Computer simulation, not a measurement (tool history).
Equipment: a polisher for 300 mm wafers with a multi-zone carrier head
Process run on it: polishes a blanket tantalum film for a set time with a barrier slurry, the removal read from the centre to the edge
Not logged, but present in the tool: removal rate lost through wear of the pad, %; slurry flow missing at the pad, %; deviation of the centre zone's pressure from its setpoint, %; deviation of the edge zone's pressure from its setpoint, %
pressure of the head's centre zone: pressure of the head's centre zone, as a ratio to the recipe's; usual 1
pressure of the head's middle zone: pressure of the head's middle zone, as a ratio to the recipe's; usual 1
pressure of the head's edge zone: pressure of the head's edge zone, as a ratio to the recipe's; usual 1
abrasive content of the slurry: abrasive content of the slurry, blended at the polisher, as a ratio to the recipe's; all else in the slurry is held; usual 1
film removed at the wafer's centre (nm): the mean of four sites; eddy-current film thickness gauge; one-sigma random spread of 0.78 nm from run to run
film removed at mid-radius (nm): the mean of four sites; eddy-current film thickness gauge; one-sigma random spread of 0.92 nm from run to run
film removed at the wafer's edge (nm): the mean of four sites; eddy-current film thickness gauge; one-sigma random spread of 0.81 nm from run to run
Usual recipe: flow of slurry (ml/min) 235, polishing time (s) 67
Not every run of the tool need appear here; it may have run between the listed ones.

run,hour,flow of slurry (ml/min),pressure of the head's centre zone,pressure of the head's middle zone,pressure of the head's edge zone,abrasive content of the slurry,polishing time (s),wafers since the last listed run,wafers polished on this pad,hours since the slurry nozzle was cleaned,hours since the centre zone pressure was calibrated,hours since the edge zone pressure was calibrated,hours since the carrier head's membrane was replaced,"incoming thickness of the incoming film, nm",film removed at the wafer's centre (nm),film removed at mid-radius (nm),film removed at the wafer's edge (nm)
1,0,235,1,1,1,1,67,0,3,492.5,46.6,29.7,1017.8,277.9,87.8,85.3,89.5
2,9.7,235,1,1,1,1,67,68,72,502.2,56.3,39.4,1027.5,279.9,89.2,86.9,89.8
3,25.6,195,1,1,1,1,67,111,183,518.1,72.2,55.3,1043.4,278,84.9,82.8,87.6
4,31.9,235,1,1,1,1,67,44,228,524.4,78.5,61.6,1049.7,286.1,88.3,85.8,89.9
# hour 55.1: carrier head's membrane replaced by a new one
5,75.3,160,0.97,1,1,0.8,67,269,497,567.8,121.9,105,20.2,279.8,70.7,73.5,76.3
6,81.8,260,1,1,1,1,67,45,543,574.3,128.4,111.5,26.7,279.3,88.5,86.1,90
7,97.6,235,1,1,1,1,51,111,654,590.1,144.2,127.3,42.5,281,66.5,64.4,67.6
8,113.7,235,1,1,1,1,67,113,767,606.2,160.3,143.4,58.6,277.7,86.1,83.6,89.1
9,124.3,235,1,1,1.08,1,67,74,842,616.8,170.9,154,69.2,280.2,86.7,85.3,91.8
10,135,235,0.94,1.08,1,1.1,67,75,917,627.5,181.6,164.7,79.9,279.8,83.5,93.2,89.9
11,143.1,295,1.11,1.11,1,0.9,67,56,974,635.6,189.7,172.8,88,281.1,96.5,92.6,86.8
12,150.4,235,0.89,1,1.09,1,74,51,1025,642.9,197,180.1,95.3,274.8,84.3,93.3,99.6
13,162.5,235,1,1,1,1,67,85,1110,655,209.1,192.2,107.4,276,86.1,82.5,86.6
# hour 166: slurry nozzle cleaned
14,178,235,1,1,1,1,67,101,1212,12,224.6,207.7,122.9,285.5,95.3,92.1,93.8
# hour 186.8: worn pad replaced by a new one
15,199,235,1,1.11,1,1,67,119,86,33,245.6,228.7,143.9,274,95.5,102.5,95.2
16,214.4,310,1,1,1,1.15,67,108,194,48.4,261,244.1,159.3,281,101.7,96.8,98.6
17,224.6,235,1.03,1,1,1,77,71,265,58.6,271.2,254.3,169.5,274.9,111.2,106,105.8
18,237.5,235,1,1,1,1,67,90,356,71.5,284.1,267.2,182.4,280.1,95.9,90.1,92.4
19,254.2,235,0.9,0.91,0.94,0.9,67,117,474,88.2,300.8,283.9,199.1,278.6,82.4,83.3,86.7
20,260.6,235,0.93,1.1,1,1,67,44,519,94.6,307.2,290.3,205.5,279.5,88.6,98.6,92.5
21,275.3,210,1.09,1,0.88,0.75,67,103,622,109.3,321.9,305,220.2,280.9,90.5,80.9,79
22,289.3,235,1,1,1,0.75,67,98,720,123.3,335.9,319,234.2,274.1,85.6,82,82.8

Forecast each of these 4 alternatives for the next run:
A,289.7,235,1,1,1,1,67,2,723,123.7,336.3,319.4,234.6,278.5,?,?,?
B,289.7,235,0.9,1.05,1,1,67,2,723,123.7,336.3,319.4,234.6,278.5,?,?,?
C,289.7,235,1,1,1,1,49,2,723,123.7,336.3,319.4,234.6,278.5,?,?,?
D,289.7,235,1,1,0.95,1,56,2,723,123.7,336.3,319.4,234.6,278.5,?,?,?

run,film removed at the wafer's centre (nm),film removed at mid-radius (nm),film removed at the wafer's edge (nm)
A,94.9,89.9,92.4
B,85.4,93.7,92.4
C,69.4,65.7,67.6
D,79.3,75.1,75.4
Without the tool's hidden state the same runs would have given:
run,film removed at the wafer's centre (nm),film removed at mid-radius (nm),film removed at the wafer's edge (nm)
A,96,90.8,93.1
B,86.3,94.6,93.1
C,70.2,66.4,68.1
D,80.2,75.9,76
